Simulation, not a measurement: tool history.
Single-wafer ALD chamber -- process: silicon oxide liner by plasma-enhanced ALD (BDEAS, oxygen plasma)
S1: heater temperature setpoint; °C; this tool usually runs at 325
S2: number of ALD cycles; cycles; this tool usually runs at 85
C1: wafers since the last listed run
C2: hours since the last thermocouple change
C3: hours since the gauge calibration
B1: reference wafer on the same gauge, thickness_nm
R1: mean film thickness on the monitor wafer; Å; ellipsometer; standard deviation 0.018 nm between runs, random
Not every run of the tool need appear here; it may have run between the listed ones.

Run 1, hour 0.0: usual settings; C1 0; C2 2190.1; C3 234.7; B1 7.598. Result: R1 71.93 Å.
Run 2, hour 66.3: usual settings; C1 195; C2 2256.4; C3 301.0; B1 7.601. Result: R1 71.86 Å.
Run 3, hour 87.2: usual settings but S1 321 °C; C1 61; C2 2277.3; C3 321.9; B1 7.597. Result: R1 72.45 Å.
Run 4, hour 122.0: usual settings; C1 102; C2 2312.1; C3 356.7; B1 7.593. Result: R1 71.95 Å.
Run 5, hour 136.0: usual settings; C1 41; C2 2326.1; C3 370.7; B1 7.602. Result: R1 71.94 Å.
Run 6, hour 169.4: usual settings; C1 98; C2 2359.5; C3 404.1; B1 7.594. Result: R1 71.88 Å.
Run 7, hour 185.4: usual settings; C1 47; C2 2375.5; C3 420.1; B1 7.602. Result: R1 71.71 Å.
Run 8, hour 200.7: usual settings; C1 45; C2 2390.8; C3 435.4; B1 7.607. Result: R1 71.84 Å.
At hour 289.5: thermocouple changed; heater temperature recalibrated.
Run 9, hour 297.7: usual settings but S2 73 cycles; C1 261; C2 8.2; C3 532.4; B1 7.595. Result: R1 61.81 Å.
Run 10, hour 314.3: usual settings but S2 73 cycles; C1 48; C2 24.8; C3 549.0; B1 7.603. Result: R1 62.05 Å.
Run 11, hour 340.8: usual settings but S1 316 °C, S2 81 cycles; C1 77; C2 51.3; C3 575.5; B1 7.605. Result: R1 69.34 Å.
Run 12, hour 373.7: usual settings but S1 316 °C, S2 81 cycles; C1 96; C2 84.2; C3 608.4; B1 7.597. Result: R1 69.80 Å.
Run 13, hour 398.9: usual settings but S1 316 °C, S2 81 cycles; C1 74; C2 109.4; C3 633.6; B1 7.598. Result: R1 69.58 Å.
Run 14, hour 411.3: usual settings; C1 36; C2 121.8; C3 646.0; B1 7.594. Result: R1 72.00 Å.
Run 15, hour 428.0: usual settings but S2 101 cycles; C1 49; C2 138.5; C3 662.7; B1 7.600. Result: R1 85.48 Å.
Run 16, hour 446.4: usual settings but S1 330 °C; C1 54; C2 156.9; C3 681.1; B1 7.605. Result: R1 71.42 Å.
At hour 470.1: gauge calibrated.
Run 17, hour 470.7: usual settings; C1 71; C2 181.2; C3 0.6; B1 7.594. Result: R1 71.89 Å.
Run 18, hour 486.0: usual settings but S1 320 °C; C1 45; C2 196.5; C3 15.9; B1 7.605. Result: R1 72.58 Å.
Run 19, hour 512.9: usual settings but S1 330 °C; C1 79; C2 223.4; C3 42.8; B1 7.599. Result: R1 71.19 Å.
Run 20, hour 538.3: usual settings but S2 79 cycles; C1 74; C2 248.8; C3 68.2; B1 7.601. Result: R1 66.86 Å.
Run 21, hour 552.5: usual settings but S1 314 °C; C1 41; C2 263.0; C3 82.4; B1 7.601. Result: R1 73.11 Å.
Run 22, hour 572.9: usual settings but S1 317 °C, S2 92 cycles; C1 60; C2 283.4; C3 102.8; B1 7.596. Result: R1 78.73 Å.
Run 23, hour 593.6: usual settings but S1 339 °C; C1 60; C2 304.1; C3 123.5; B1 7.596. Result: R1 69.87 Å.
Run 24, hour 625.0: usual settings but S1 318 °C, S2 92 cycles; C1 92; C2 335.5; C3 154.9; B1 7.599. Result: R1 78.86 Å.
Run 25, hour 642.7: usual settings; C1 52; C2 353.2; C3 172.6; B1 7.602. Result: R1 71.57 Å.
Run 26, hour 678.1: usual settings but S1 315 °C, S2 93 cycles; C1 104; C2 388.6; C3 208.0; B1 7.603. Result: R1 79.79 Å.
Run 27, hour 778.3: usual settings but S1 316 °C, S2 70 cycles; C1 294; C2 488.8; C3 308.2; B1 7.598. Result: R1 59.95 Å.
Run 28, hour 797.3: usual settings; C1 55; C2 507.8; C3 327.2; B1 7.595. Result: R1 71.72 Å.

What the log doesn't show, run by run:
wafer temperature above the value expected at the setpoint (K): 0 on each run
gauge reads high (%): 0 on each run
